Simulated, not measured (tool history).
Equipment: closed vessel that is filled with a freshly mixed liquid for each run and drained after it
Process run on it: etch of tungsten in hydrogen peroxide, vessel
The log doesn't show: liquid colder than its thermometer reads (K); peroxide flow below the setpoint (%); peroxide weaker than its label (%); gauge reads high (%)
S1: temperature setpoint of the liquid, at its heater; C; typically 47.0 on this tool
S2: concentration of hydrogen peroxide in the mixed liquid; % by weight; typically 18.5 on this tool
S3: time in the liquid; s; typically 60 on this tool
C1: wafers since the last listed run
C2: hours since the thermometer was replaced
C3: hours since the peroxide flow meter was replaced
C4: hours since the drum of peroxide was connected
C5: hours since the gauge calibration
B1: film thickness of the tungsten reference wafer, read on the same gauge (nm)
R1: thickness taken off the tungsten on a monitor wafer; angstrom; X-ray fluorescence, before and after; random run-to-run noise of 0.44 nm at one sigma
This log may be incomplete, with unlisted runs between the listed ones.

run,day,S1,S2,S3,C1,C2,C3,C4,C5,B1,R1
1,0.000,47.0,18.5,60,0,530.6,878.6,780.4,1645.6,69.99,765.1
2,4.358,47.0,18.5,60,13201,635.2,983.2,885.0,1750.2,70.07,759.4
3,8.371,47.0,18.5,60,12153,731.5,1079.5,981.3,1846.5,69.99,763.2
# day 9.825: thermometer replaced
4,12.529,47.0,18.5,60,12469,64.9,1179.3,1081.1,1946.3,70.04,758.4
5,14.771,47.0,18.5,60,6789,118.7,1233.1,1134.9,2000.1,69.95,753.5
6,17.142,47.0,18.5,60,7181,175.6,1290.0,1191.8,2057.0,70.00,759.2
# day 19.079: new drum of peroxide connected
7,20.921,47.0,20.5,60,11320,266.3,1380.7,44.2,2147.7,70.02,790.6
8,25.158,47.0,20.5,60,12835,368.0,1482.4,145.9,2249.4,70.03,789.5
9,27.471,47.0,18.5,60,7004,423.5,1537.9,201.4,2304.9,70.01,754.8
10,30.654,47.0,18.5,60,9642,499.9,1614.3,277.8,2381.3,70.06,754.2
11,34.558,47.0,18.5,35,11825,593.6,1708.0,371.5,2475.0,70.01,436.5
# day 37.333: thermometer replaced
12,38.304,47.0,18.5,35,11219,23.3,1797.9,461.4,2564.9,70.02,432.7
13,41.142,47.0,18.5,35,8594,91.4,1866.0,529.5,2633.0,69.98,439.4
14,44.829,40.0,15.5,60,11169,179.9,1954.5,618.0,2721.5,70.05,433.7
15,47.538,47.0,21.0,85,8203,244.9,2019.5,683.0,2786.5,70.00,1131.0
16,50.308,47.0,18.5,40,8392,311.4,2086.0,749.5,2853.0,70.02,500.9
# day 52.304: gauge calibrated
17,54.517,50.5,18.5,60,12746,412.4,2187.0,850.5,53.1,69.99,927.4
# day 58.738: peroxide flow meter replaced
18,66.796,54.5,14.0,30,37066,707.1,193.4,1145.2,347.8,70.03,528.9
19,69.708,41.5,23.5,60,8821,777.0,263.3,1215.1,417.7,70.02,610.6
# day 71.771: thermometer replaced
20,73.467,38.0,18.5,60,11257,40.7,353.5,1305.3,507.9,70.03,432.0
# day 76.346: new drum of peroxide connected
21,76.367,53.5,13.5,60,8657,110.3,423.1,0.5,577.5,70.00,981.3
22,79.954,56.0,18.5,75,10866,196.4,509.2,86.6,663.6,70.03,1663.5
23,90.408,47.0,18.5,60,31665,447.3,760.1,337.5,914.5,70.03,758.4
24,94.200,47.0,18.5,40,11484,538.3,851.1,428.5,1005.5,70.02,511.2
25,97.325,51.5,18.5,95,9465,613.3,926.1,503.5,1080.5,69.98,1591.2
26,99.171,47.0,15.0,60,5590,657.6,970.4,547.8,1124.8,70.00,690.6

Predict each of these 3 candidate next runs independently; none follows another, all start after run 26:
A,99.200,43.0,18.5,60,88,658.3,971.1,548.5,1125.5,?,?
B,99.200,38.0,16.5,80,88,658.3,971.1,548.5,1125.5,?,?
C,99.200,41.5,14.5,90,88,658.3,971.1,548.5,1125.5,?,?

run,B1,R1
A,70.01,595.4
B,70.01,542.0
C,70.01,718.2
Had the tool no hidden state, the same runs would have come out as:
run,R1
A,608.0
B,553.5
C,733.3

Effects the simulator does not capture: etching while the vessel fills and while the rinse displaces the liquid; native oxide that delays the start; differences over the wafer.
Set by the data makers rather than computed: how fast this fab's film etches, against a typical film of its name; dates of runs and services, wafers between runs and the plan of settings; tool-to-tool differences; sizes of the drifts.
